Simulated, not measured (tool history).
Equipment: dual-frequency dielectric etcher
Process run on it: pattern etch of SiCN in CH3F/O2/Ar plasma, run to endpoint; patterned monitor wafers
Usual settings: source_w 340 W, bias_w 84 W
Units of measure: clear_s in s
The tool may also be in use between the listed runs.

| run | hour | source_w | bias_w | incoming incoming film thickness, nm | clear_s |
|---|---|---|---|---|---|
| 1 | 0 | 340 | 84 | 7.05 | 17.7 |
| 2 | 30.4 | 340 | 84 | 7.01 | 17.7 |
| 3 | 59.3 | 340 | 84 | 7.02 | 17.6 |
| 4 | 83.7 | 340 | 96 | 7 | 16.2 |
| 5 | 107 | 340 | 96 | 6.98 | 16.2 |
| 6 | 122.2 | 340 | 84 | 6.97 | 17.4 |
| 7 | 148.3 | 340 | 84 | 6.99 | 17.4 |
| 8 | 161.3 | 340 | 84 | 7.01 | 17.5 |
|  | 192.8 | source power generator calibrated |
|  | 194.5 | bias power generator calibrated |
|  | 214.4 | upper electrode replaced |
| 9 | 220.6 | 340 | 93 | 7.05 | 16.5 |
| 10 | 241.2 | 340 | 78 | 7.02 | 18.2 |
| 11 | 260.4 | 370 | 64 | 7.03 | 20.1 |
| 12 | 274.7 | 290 | 65 | 6.94 | 21.2 |
|  | 311.5 | wet clean of the chamber |
| 13 | 337.6 | 290 | 94 | 7.02 | 17.4 |
| 14 | 379.7 | 340 | 84 | 7 | 17.8 |
| 15 | 415.6 | 370 | 100 | 6.88 | 15.3 |
| 16 | 451.5 | 340 | 84 | 7.02 | 17.7 |

What if the next run were any one of these 5? Each begins from the tool's condition after run 16:
| A | 451.9 | 340 | 84 | 7 | ? |
| B | 451.9 | 360 | 104 | 7 | ? |
| C | 451.9 | 340 | 100 | 7 | ? |
| D | 451.9 | 410 | 94 | 7 | ? |
| E | 451.9 | 340 | 74 | 7 | ? |

| run | clear_s |
|---|---|
| A | 17.6 |
| B | 15.3 |
| C | 15.9 |
| D | 15.6 |
| E | 19 |
The same runs, with their run-to-run variation unchanged, on a tool lacking any hidden condition would have given:
| run | clear_s |
|---|---|
| A | 17.8 |
| B | 15.5 |
| C | 16.1 |
| D | 15.8 |
| E | 19.2 |
